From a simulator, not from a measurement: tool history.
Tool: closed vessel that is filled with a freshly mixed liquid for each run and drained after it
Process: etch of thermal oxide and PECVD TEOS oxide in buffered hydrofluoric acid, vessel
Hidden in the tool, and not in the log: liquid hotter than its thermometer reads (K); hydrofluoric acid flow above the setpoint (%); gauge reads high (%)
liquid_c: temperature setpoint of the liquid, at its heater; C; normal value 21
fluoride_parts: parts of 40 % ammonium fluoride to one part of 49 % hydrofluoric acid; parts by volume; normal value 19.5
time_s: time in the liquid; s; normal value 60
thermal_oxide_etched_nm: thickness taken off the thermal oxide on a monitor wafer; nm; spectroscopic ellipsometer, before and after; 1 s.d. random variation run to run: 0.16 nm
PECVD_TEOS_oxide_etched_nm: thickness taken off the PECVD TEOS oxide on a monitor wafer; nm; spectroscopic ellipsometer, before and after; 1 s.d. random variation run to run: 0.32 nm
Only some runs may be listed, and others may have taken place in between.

run   hour  liquid_c  fluoride_parts  time_s  wafers since the last listed run  hours since the thermometer was replaced  hours since the hydrofluoric acid flow meter was replaced  hours since the gauge calibration  read-back film thickness of the thermal oxide reference wafer, read on the same gauge (nm)  read-back film thickness of the PECVD TEOS oxide reference wafer, read on the same gauge (nm)  thermal_oxide_etched_nm  PECVD_TEOS_oxide_etched_nm
  1      0      23.5              15      60                                 0                                    1655.8                                                      704.5                              116.6                                                                                       99.99                                                                                          59.95                    53.33                       92.78
  2   21.9      23.5              15      60                              1910                                    1677.7                                                      726.4                              138.5                                                                                      100.01                                                                                          59.96                    53.16                       92.69
  3   74.6        22            19.5      60                              4597                                    1730.4                                                      779.1                              191.2                                                                                       99.99                                                                                             60                    38.26                       66.52
  4   89.9      22.5              18      60                              1334                                    1745.7                                                      794.4                              206.5                                                                                       99.96                                                                                          60.04                    42.48                       73.67
  5  104.9      22.5              18      60                              1308                                    1760.7                                                      809.4                              221.5                                                                                      100.04                                                                                          60.03                    42.44                       74.75
     120.7  -- thermometer replaced
  6  134.7        21            19.5      60                              2512                                        14                                                      839.2                              251.3                                                                                         100                                                                                          59.98                    31.75                       55.13
  7  146.8        21            19.5      60                              1055                                      26.1                                                      851.3                              263.4                                                                                      100.02                                                                                          59.98                    31.59                       54.92
  8  161.9        18            19.5      60                              1317                                      41.2                                                      866.4                              278.5                                                                                      100.02                                                                                          59.98                    26.95                       46.76
  9  194.2      19.5              25      60                              2818                                      73.5                                                      898.7                              310.8                                                                                      100.01                                                                                             60                    24.21                       41.37
 10  218.5        21            19.5      60                              2120                                      97.8                                                        923                              335.1                                                                                       99.99                                                                                          59.99                    32.13                       56.31
 11  233.7      19.5              15      85                              1326                                       113                                                      938.2                              350.3                                                                                      100.03                                                                                          59.97                    54.28                       93.54
 12  253.6        21            19.5      60                              1736                                     132.9                                                      958.1                              370.2                                                                                      100.02                                                                                          60.01                    32.44                        55.7
     255.5  -- hydrofluoric acid flow meter replaced
     273.2  -- gauge calibrated
 13    287      19.5            11.5      60                              2826                                     166.3                                                       31.5                               13.8                                                                                      100.02                                                                                          59.98                    45.71                       79.93
 14  320.6        21              14      60                              2931                                     199.9                                                       65.1                               47.4                                                                                      100.02                                                                                          60.01                    41.19                       70.97
 15  338.9        19            14.5      90                              1596                                     218.2                                                       83.4                               65.7                                                                                      100.02                                                                                          60.01                    53.76                       92.36
 16    357      19.5            19.5      30                              1579                                     236.3                                                      101.5                               83.8                                                                                       99.99                                                                                          60.01                    13.96                       24.14
 17  391.1        21            19.5      60                              2975                                     270.4                                                      135.6                              117.9                                                                                      100.02                                                                                          59.97                    30.01                       51.55

Alternative continuations, all from the tool just after run 17; predict every row:
  A  391.8        21            19.5      60                                61                                     271.1                                                      136.3                              118.6                                                                                           ?                                                                                              ?                        ?                           ?
  B  391.8      22.5              17      60                                61                                     271.1                                                      136.3                              118.6                                                                                           ?                                                                                              ?                        ?                           ?
  C  391.8        25              14      45                                61                                     271.1                                                      136.3                              118.6                                                                                           ?                                                                                              ?                        ?                           ?
  D  391.8        21              16      75                                61                                     271.1                                                      136.3                              118.6                                                                                           ?                                                                                              ?                        ?                           ?

run  read-back film thickness of the thermal oxide reference wafer, read on the same gauge (nm)  read-back film thickness of the PECVD TEOS oxide reference wafer, read on the same gauge (nm)  thermal_oxide_etched_nm  PECVD_TEOS_oxide_etched_nm
  A                                                                                      100.05                                                                                          59.99                    30.43                       51.83
  B                                                                                      100.05                                                                                          59.99                    37.86                       64.46
  C                                                                                      100.05                                                                                          59.99                    39.37                       67.04
  D                                                                                      100.05                                                                                          59.99                    46.23                       78.73
Take away the tool's hidden state, keep each run's random variation, and the runs would have read:
run  thermal_oxide_etched_nm  PECVD_TEOS_oxide_etched_nm
  A                    28.77                       48.98
  B                    35.79                       60.95
  C                    37.26                       63.44
  D                    43.71                       74.42

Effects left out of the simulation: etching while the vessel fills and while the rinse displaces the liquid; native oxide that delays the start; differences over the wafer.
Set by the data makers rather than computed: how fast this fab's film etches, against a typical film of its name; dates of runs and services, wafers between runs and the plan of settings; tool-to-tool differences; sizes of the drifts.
